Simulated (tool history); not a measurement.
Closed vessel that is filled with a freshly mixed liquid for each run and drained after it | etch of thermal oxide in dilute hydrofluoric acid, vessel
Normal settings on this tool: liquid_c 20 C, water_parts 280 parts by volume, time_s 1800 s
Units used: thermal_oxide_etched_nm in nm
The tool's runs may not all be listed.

run    hour  liquid_c  water_parts  time_s  read-back film thickness of the thermal oxide reference wafer, read on the same gauge (nm)  thermal_oxide_etched_nm
  1       0        20          190    1800                                                                                          30                    31.22
  2    72.4        20          190    1800                                                                                       30.01                    32.88
  3   140.1        20          190    1800                                                                                          30                    33.21
  4   177.9        20          280    1800                                                                                       29.99                    20.38
  5   243.7        20          280    1800                                                                                          30                    20.49
  6   291.7        20          280    1800                                                                                          30                    20.53
  7   329.2        20          280    1800                                                                                       29.99                    20.59
  8   434.1        20          280    2630                                                                                       29.98                    29.82
  9   482.2        20          280    1800                                                                                       30.02                    20.21
 10   552.2        20          280    1800                                                                                       29.99                    20.08
 11   595.9        20          280    1800                                                                                          30                    20.32
 12   654.9        20          280    1800                                                                                       29.98                    20.18
 13   755.3        20          280    1800                                                                                       29.98                    20.11
 14   975.1        20          280    1800                                                                                       30.01                    20.01
 15  1018.9        20          280    1800                                                                                       29.99                    20.05
 16  1112.5        20          280    1800                                                                                          30                    19.84
 17  1210.5        17          370    2390                                                                                          30                    16.48
 18  1310.6      21.5          335    2370                                                                                       30.01                    21.81
 19  1354.4        20          280    1800                                                                                       29.99                    19.88
 20  1452.2      21.5          335    1405                                                                                          30                    12.92
 21    1525      23.5          405    1800                                                                                       30.01                    13.67
 22    1600        20          280    1800                                                                                          30                    19.54
 23  1693.8        18          280     975                                                                                       29.99                     9.72
 24  1738.6        20          280    1800                                                                                       29.99                     20.7
 25  1812.1        17          280    2270                                                                                          30                    23.25
 26  1870.2        20          195    1800                                                                                          30                    32.14
 27  1951.1      24.5          420    1510                                                                                       30.01                    11.77
 28  2018.8        17          335    2605                                                                                          30                    21.05
 29  2109.3      21.5          280    1800                                                                                       29.99                    21.64
 30  2175.3        22          330    2265                                                                                          30                    22.37

Put back what was entered between runs (4 entries, withheld): which listed runs does each sit between, and how does the hidden state differ from the listed run before to the listed run after?
From run 1 to run 2: hydrofluoric acid flow meter replaced (hour 68.8)
  hydrofluoric acid flow below the setpoint (%): 5.34 -> 0.181
  measured minus no-state result, thermal_oxide_etched_nm: -2.12 -> -0.07 nm
From run 13 to run 14: thermometer replaced (hour 890)
  hydrofluoric acid flow below the setpoint (%): 2.13 -> 2.76
  measured minus no-state result, thermal_oxide_etched_nm: -0.55 -> -0.71 nm
From run 19 to run 20: gauge calibrated (hour 1416.9)
  hydrofluoric acid flow below the setpoint (%): 3.84 -> 4.12
  measured minus no-state result, thermal_oxide_etched_nm: -1.01 -> -0.73 nm
From run 23 to run 24: hydrofluoric acid flow meter replaced (hour 1710)
  hydrofluoric acid flow below the setpoint (%): 4.81 -> 0.262
  measured minus no-state result, thermal_oxide_etched_nm: -0.62 -> -0.07 nm

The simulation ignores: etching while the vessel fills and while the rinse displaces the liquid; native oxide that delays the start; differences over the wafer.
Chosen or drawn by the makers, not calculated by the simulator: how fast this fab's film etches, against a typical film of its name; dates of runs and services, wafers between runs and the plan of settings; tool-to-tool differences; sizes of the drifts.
